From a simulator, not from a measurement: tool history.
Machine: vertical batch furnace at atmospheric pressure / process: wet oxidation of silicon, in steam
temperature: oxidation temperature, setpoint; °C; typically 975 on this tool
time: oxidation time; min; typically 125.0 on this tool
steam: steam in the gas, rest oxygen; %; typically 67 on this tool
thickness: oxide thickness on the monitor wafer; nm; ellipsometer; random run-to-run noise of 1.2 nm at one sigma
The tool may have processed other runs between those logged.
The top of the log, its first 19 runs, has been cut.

| run | hour | temperature | time | steam | wafers since the last listed run | hours since the last temperature calibration | hours since the steam generator was serviced | hours since the gauge calibration | read-back reference wafer on the same gauge, thickness | thickness |
|---|---|---|---|---|---|---|---|---|---|---|
| 20 | 410.2 | 975 | 162.0 | 67 | 287 | 2352.8 | 63.6 | 788.9 | 374.51 | 507.10 |
| 21 | 421.2 | 997 | 171.0 | 67 | 166 | 2363.8 | 74.6 | 799.9 | 374.77 | 607.57 |
|  | 423.1 | gauge calibrated |
| 22 | 431.1 | 975 | 125.0 | 67 | 149 | 2373.7 | 84.5 | 8.0 | 375.43 | 421.43 |
|  | 457.0 | thermocouples replaced and temperature profile calibrated |
| 23 | 457.5 | 975 | 125.0 | 67 | 36 | 0.5 | 110.9 | 34.4 | 375.08 | 422.70 |
| 24 | 463.1 | 975 | 125.0 | 67 | 84 | 6.1 | 116.5 | 40.0 | 374.59 | 421.77 |
| 25 | 468.6 | 975 | 80.5 | 67 | 83 | 11.6 | 122.0 | 45.5 | 375.07 | 308.25 |
| 26 | 478.5 | 961 | 72.5 | 60 | 149 | 21.5 | 131.9 | 55.4 | 375.13 | 228.89 |
| 27 | 495.7 | 975 | 156.5 | 67 | 260 | 38.7 | 149.1 | 72.6 | 374.94 | 493.14 |
| 28 | 513.8 | 999 | 125.0 | 75 | 273 | 56.8 | 167.2 | 90.7 | 374.93 | 539.59 |
| 29 | 535.9 | 975 | 125.0 | 67 | 334 | 78.9 | 189.3 | 112.8 | 374.67 | 422.17 |
| 30 | 559.5 | 975 | 125.0 | 60 | 357 | 102.5 | 212.9 | 136.4 | 374.57 | 390.18 |
| 31 | 568.4 | 964 | 87.0 | 67 | 134 | 111.4 | 221.8 | 145.3 | 375.34 | 295.44 |
| 32 | 590.8 | 975 | 125.0 | 67 | 338 | 133.8 | 244.2 | 167.7 | 375.15 | 423.50 |
| 33 | 600.8 | 975 | 125.0 | 67 | 151 | 143.8 | 254.2 | 177.7 | 375.10 | 423.00 |
| 34 | 619.0 | 969 | 125.0 | 75 | 275 | 162.0 | 272.4 | 195.9 | 375.12 | 435.47 |
| 35 | 636.9 | 956 | 125.0 | 67 | 270 | 179.9 | 290.3 | 213.8 | 375.14 | 360.68 |
| 36 | 644.8 | 951 | 125.0 | 67 | 119 | 187.8 | 298.2 | 221.7 | 375.00 | 344.72 |
| 37 | 668.0 | 975 | 125.0 | 67 | 351 | 211.0 | 321.4 | 244.9 | 375.06 | 423.22 |
| 38 | 690.3 | 975 | 90.5 | 67 | 337 | 233.3 | 343.7 | 267.2 | 375.39 | 336.42 |

Below are 4 alternative next runs, each starting from the tool's condition after run 38. Predict each:
| A | 695.9 | 975 | 125.0 | 67 | 84 | 238.9 | 349.3 | 272.8 | ? | ? |
| B | 695.9 | 975 | 125.0 | 64 | 84 | 238.9 | 349.3 | 272.8 | ? | ? |
| C | 695.9 | 994 | 88.0 | 67 | 84 | 238.9 | 349.3 | 272.8 | ? | ? |
| D | 695.9 | 960 | 125.0 | 67 | 84 | 238.9 | 349.3 | 272.8 | ? | ? |

| run | read-back reference wafer on the same gauge, thickness | thickness |
|---|---|---|
| A | 374.83 | 421.20 |
| B | 374.83 | 407.81 |
| C | 374.83 | 381.01 |
| D | 374.83 | 372.74 |
Without the tool's hidden state the same runs would have given:
| run | thickness |
|---|---|
| A | 423.35 |
| B | 409.91 |
| C | 382.93 |
| D | 374.72 |

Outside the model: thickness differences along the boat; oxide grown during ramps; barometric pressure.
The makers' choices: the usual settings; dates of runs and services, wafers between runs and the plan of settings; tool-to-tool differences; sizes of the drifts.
